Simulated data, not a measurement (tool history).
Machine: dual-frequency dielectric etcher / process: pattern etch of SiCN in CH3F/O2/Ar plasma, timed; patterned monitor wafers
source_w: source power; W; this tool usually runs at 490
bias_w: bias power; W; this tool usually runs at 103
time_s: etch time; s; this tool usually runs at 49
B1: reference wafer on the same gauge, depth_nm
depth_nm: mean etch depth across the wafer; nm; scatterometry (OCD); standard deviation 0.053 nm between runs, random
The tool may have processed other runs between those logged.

run 1 hour=0 | source_w=490 bias_w=103 time_s=49 | B1=20.81 | depth_nm=22.1
run 2 hour=17.3 | source_w=490 bias_w=103 time_s=49 | B1=20.8 | depth_nm=22.05
-- hour=21.5 bias power generator calibrated
run 3 hour=48.2 | source_w=490 bias_w=103 time_s=49 | B1=20.8 | depth_nm=22.04
run 4 hour=71 | source_w=490 bias_w=103 time_s=49 | B1=20.8 | depth_nm=22.07
-- hour=104.5 source power generator calibrated
run 5 hour=106.4 | source_w=490 bias_w=84 time_s=49 | B1=20.81 | depth_nm=19.7
run 6 hour=142.4 | source_w=490 bias_w=84 time_s=49 | B1=20.8 | depth_nm=19.66
run 7 hour=160.1 | source_w=430 bias_w=103 time_s=49 | B1=20.8 | depth_nm=21.33
run 8 hour=190.4 | source_w=450 bias_w=94 time_s=36.5 | B1=20.81 | depth_nm=15.28
-- hour=215.1 gauge calibrated
run 9 hour=221.2 | source_w=440 bias_w=113 time_s=39.5 | B1=20.81 | depth_nm=18.25
run 10 hour=245.1 | source_w=490 bias_w=103 time_s=49 | B1=20.79 | depth_nm=22.18
run 11 hour=264 | source_w=460 bias_w=96 time_s=42.5 | B1=20.8 | depth_nm=18.26
run 12 hour=297.4 | source_w=490 bias_w=110 time_s=41.5 | B1=20.8 | depth_nm=19.55
run 13 hour=309.5 | source_w=490 bias_w=84 time_s=49 | B1=20.79 | depth_nm=19.71
-- hour=334.8 upper electrode replaced
run 14 hour=338.2 | source_w=570 bias_w=114 time_s=42.5 | B1=20.81 | depth_nm=21.37
run 15 hour=350.6 | source_w=490 bias_w=103 time_s=49 | B1=20.8 | depth_nm=22.29
run 16 hour=370.7 | source_w=580 bias_w=103 time_s=49 | B1=20.8 | depth_nm=23.42
run 17 hour=396.8 | source_w=490 bias_w=103 time_s=49 | B1=20.8 | depth_nm=22.3
-- hour=432.4 wet clean of the chamber
run 18 hour=432.9 | source_w=570 bias_w=85 time_s=49 | B1=20.8 | depth_nm=20.5
run 19 hour=439.9 | source_w=390 bias_w=125 time_s=57.5 | B1=20.8 | depth_nm=26.87
run 20 hour=460.7 | source_w=490 bias_w=103 time_s=54.5 | B1=20.8 | depth_nm=24.36
run 21 hour=476.2 | source_w=490 bias_w=79 time_s=49 | B1=20.79 | depth_nm=18.78
run 22 hour=511.7 | source_w=540 bias_w=103 time_s=54 | B1=20.8 | depth_nm=24.78
run 23 hour=534.4 | source_w=490 bias_w=103 time_s=49 | B1=20.8 | depth_nm=21.91
run 24 hour=567.7 | source_w=530 bias_w=86 time_s=39.5 | B1=20.8 | depth_nm=16.36
run 25 hour=598.8 | source_w=490 bias_w=110 time_s=36 | B1=20.79 | depth_nm=16.66
run 26 hour=629.9 | source_w=590 bias_w=125 time_s=43.5 | B1=20.79 | depth_nm=22.86
run 27 hour=647.3 | source_w=600 bias_w=103 time_s=49 | B1=20.81 | depth_nm=23.38
run 28 hour=660.7 | source_w=410 bias_w=103 time_s=49 | B1=20.8 | depth_nm=20.9
run 29 hour=694.2 | source_w=490 bias_w=81 time_s=49 | B1=20.81 | depth_nm=19.12

Below are 5 alternative next runs, each starting from the tool's condition after run 29. Predict each:
run A hour=694.6 | source_w=490 bias_w=103 time_s=49 | B1=? | depth_nm=?
run B hour=694.6 | source_w=520 bias_w=117 time_s=43.5 | B1=? | depth_nm=?
run C hour=694.6 | source_w=490 bias_w=124 time_s=56 | B1=? | depth_nm=?
run D hour=694.6 | source_w=410 bias_w=103 time_s=36.5 | B1=? | depth_nm=?
run E hour=694.6 | source_w=420 bias_w=83 time_s=49 | B1=? | depth_nm=?

run=A B1=20.8 depth_nm=22.04
run=B B1=20.8 depth_nm=21.35
run=C B1=20.8 depth_nm=27.88
run=D B1=20.8 depth_nm=15.62
run=E B1=20.8 depth_nm=18.63
Had the tool no hidden state, the same runs would have come out as:
run=A depth_nm=21.92
run=B depth_nm=21.23
run=C depth_nm=27.72
run=D depth_nm=15.53
run=E depth_nm=18.53
